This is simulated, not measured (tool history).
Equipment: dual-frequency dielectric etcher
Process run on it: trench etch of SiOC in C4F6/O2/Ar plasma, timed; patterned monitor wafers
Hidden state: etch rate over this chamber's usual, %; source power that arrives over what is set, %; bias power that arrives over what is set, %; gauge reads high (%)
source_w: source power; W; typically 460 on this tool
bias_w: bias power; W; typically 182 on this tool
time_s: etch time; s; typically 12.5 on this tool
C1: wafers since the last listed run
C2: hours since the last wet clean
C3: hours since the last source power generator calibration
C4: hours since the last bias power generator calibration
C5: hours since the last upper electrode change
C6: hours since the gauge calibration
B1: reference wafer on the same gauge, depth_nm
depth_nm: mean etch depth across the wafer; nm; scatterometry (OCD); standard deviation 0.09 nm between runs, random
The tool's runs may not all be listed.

run 1 hour=0 | source_w=460 bias_w=182 time_s=12.5 | C1=0 C2=18.6 C3=5197.5 C4=61.6 C5=157.5 C6=922.1 | B1=26.68 | depth_nm=24.6
run 2 hour=25.1 | source_w=460 bias_w=157 time_s=12.5 | C1=252 C2=43.7 C3=5222.6 C4=86.7 C5=182.6 C6=947.2 | B1=26.72 | depth_nm=23.96
run 3 hour=48.8 | source_w=460 bias_w=157 time_s=12.5 | C1=238 C2=67.4 C3=5246.3 C4=110.4 C5=206.3 C6=970.9 | B1=26.7 | depth_nm=24.1
-- hour=68.6 source power generator calibrated
run 4 hour=76.3 | source_w=460 bias_w=182 time_s=11.5 | C1=236 C2=94.9 C3=7.7 C4=137.9 C5=233.8 C6=998.4 | B1=26.7 | depth_nm=22.64
run 5 hour=111 | source_w=540 bias_w=182 time_s=10.5 | C1=349 C2=129.6 C3=42.4 C4=172.6 C5=268.5 C6=1033.1 | B1=26.68 | depth_nm=22.11
run 6 hour=129.7 | source_w=460 bias_w=182 time_s=12.5 | C1=188 C2=148.3 C3=61.1 C4=191.3 C5=287.2 C6=1051.8 | B1=26.69 | depth_nm=24.76
run 7 hour=159.3 | source_w=460 bias_w=182 time_s=12.5 | C1=297 C2=177.9 C3=90.7 C4=220.9 C5=316.8 C6=1081.4 | B1=26.71 | depth_nm=24.79
run 8 hour=198.4 | source_w=460 bias_w=182 time_s=12.5 | C1=393 C2=217 C3=129.8 C4=260 C5=355.9 C6=1120.5 | B1=26.69 | depth_nm=24.67
run 9 hour=226.6 | source_w=500 bias_w=142 time_s=11 | C1=283 C2=245.2 C3=158 C4=288.2 C5=384.1 C6=1148.7 | B1=26.71 | depth_nm=21.59
-- hour=241.9 gauge calibrated
run 10 hour=256.8 | source_w=340 bias_w=222 time_s=12.5 | C1=303 C2=275.4 C3=188.2 C4=318.4 C5=414.3 C6=14.9 | B1=26.71 | depth_nm=23.29
run 11 hour=272.7 | source_w=460 bias_w=182 time_s=12.5 | C1=159 C2=291.3 C3=204.1 C4=334.3 C5=430.2 C6=30.8 | B1=26.71 | depth_nm=25.05
run 12 hour=289.2 | source_w=460 bias_w=182 time_s=12.5 | C1=165 C2=307.8 C3=220.6 C4=350.8 C5=446.7 C6=47.3 | B1=26.68 | depth_nm=24.95
run 13 hour=322.7 | source_w=500 bias_w=182 time_s=11 | C1=336 C2=341.3 C3=254.1 C4=384.3 C5=480.2 C6=80.8 | B1=26.72 | depth_nm=22.78
run 14 hour=348.4 | source_w=460 bias_w=156 time_s=12.5 | C1=258 C2=367 C3=279.8 C4=410 C5=505.9 C6=106.5 | B1=26.7 | depth_nm=24.32
run 15 hour=361.3 | source_w=460 bias_w=182 time_s=10 | C1=129 C2=379.9 C3=292.7 C4=422.9 C5=518.8 C6=119.4 | B1=26.64 | depth_nm=20.16
run 16 hour=389.5 | source_w=460 bias_w=182 time_s=16 | C1=283 C2=408.1 C3=320.9 C4=451.1 C5=547 C6=147.6 | B1=26.68 | depth_nm=31.99
run 17 hour=405.2 | source_w=380 bias_w=182 time_s=12.5 | C1=157 C2=423.8 C3=336.6 C4=466.8 C5=562.7 C6=163.3 | B1=26.76 | depth_nm=23.43
run 18 hour=419.2 | source_w=510 bias_w=147 time_s=14 | C1=140 C2=437.8 C3=350.6 C4=480.8 C5=576.7 C6=177.3 | B1=26.67 | depth_nm=28.36
run 19 hour=435.2 | source_w=460 bias_w=182 time_s=12.5 | C1=160 C2=453.8 C3=366.6 C4=496.8 C5=592.7 C6=193.3 | B1=26.7 | depth_nm=25.15
run 20 hour=448.9 | source_w=420 bias_w=162 time_s=11 | C1=137 C2=467.5 C3=380.3 C4=510.5 C5=606.4 C6=207 | B1=26.67 | depth_nm=21.02
run 21 hour=474.2 | source_w=510 bias_w=147 time_s=14 | C1=254 C2=492.8 C3=405.6 C4=535.8 C5=631.7 C6=232.3 | B1=26.7 | depth_nm=28.52
run 22 hour=486.7 | source_w=460 bias_w=182 time_s=12.5 | C1=125 C2=505.3 C3=418.1 C4=548.3 C5=644.2 C6=244.8 | B1=26.71 | depth_nm=25.4
run 23 hour=501.1 | source_w=520 bias_w=161 time_s=9.5 | C1=144 C2=519.7 C3=432.5 C4=562.7 C5=658.6 C6=259.2 | B1=26.72 | depth_nm=19.67
run 24 hour=524 | source_w=420 bias_w=206 time_s=12.5 | C1=230 C2=542.6 C3=455.4 C4=585.6 C5=681.5 C6=282.1 | B1=26.72 | depth_nm=25.25
run 25 hour=558.4 | source_w=340 bias_w=182 time_s=12.5 | C1=346 C2=577 C3=489.8 C4=620 C5=715.9 C6=316.5 | B1=26.71 | depth_nm=22.78
-- hour=587.4 wet clean of the chamber
run 26 hour=587.9 | source_w=460 bias_w=182 time_s=12.5 | C1=55 C2=0.5 C3=519.3 C4=649.5 C5=745.4 C6=346 | B1=26.67 | depth_nm=24.6
run 27 hour=604.4 | source_w=460 bias_w=182 time_s=12.5 | C1=165 C2=17 C3=535.8 C4=666 C5=761.9 C6=362.5 | B1=26.7 | depth_nm=24.86
run 28 hour=617.9 | source_w=460 bias_w=213 time_s=12.5 | C1=135 C2=30.5 C3=549.3 C4=679.5 C5=775.4 C6=376 | B1=26.69 | depth_nm=25.61
run 29 hour=648.1 | source_w=360 bias_w=182 time_s=12.5 | C1=303 C2=60.7 C3=579.5 C4=709.7 C5=805.6 C6=406.2 | B1=26.7 | depth_nm=22.6

Below are 5 alternative next runs, each starting from the tool's condition after run 29. Predict each:
run A hour=648.5 | source_w=460 bias_w=182 time_s=14 | C1=4 C2=61.1 C3=579.9 C4=710.1 C5=806 C6=406.6 | B1=? | depth_nm=?
run B hour=648.5 | source_w=410 bias_w=182 time_s=12.5 | C1=4 C2=61.1 C3=579.9 C4=710.1 C5=806 C6=406.6 | B1=? | depth_nm=?
run C hour=648.5 | source_w=490 bias_w=144 time_s=12.5 | C1=4 C2=61.1 C3=579.9 C4=710.1 C5=806 C6=406.6 | B1=? | depth_nm=?
run D hour=648.5 | source_w=550 bias_w=182 time_s=12.5 | C1=4 C2=61.1 C3=579.9 C4=710.1 C5=806 C6=406.6 | B1=? | depth_nm=?
run E hour=648.5 | source_w=390 bias_w=141 time_s=12.5 | C1=4 C2=61.1 C3=579.9 C4=710.1 C5=806 C6=406.6 | B1=? | depth_nm=?

run=A B1=26.72 depth_nm=27.78
run=B B1=26.72 depth_nm=23.75
run=C B1=26.72 depth_nm=24.38
run=D B1=26.72 depth_nm=26.55
run=E B1=26.72 depth_nm=22.27
Take away the tool's hidden state, keep each run's random variation, and the runs would have read:
run=A depth_nm=27.65
run=B depth_nm=23.64
run=C depth_nm=24.27
run=D depth_nm=26.43
run=E depth_nm=22.16
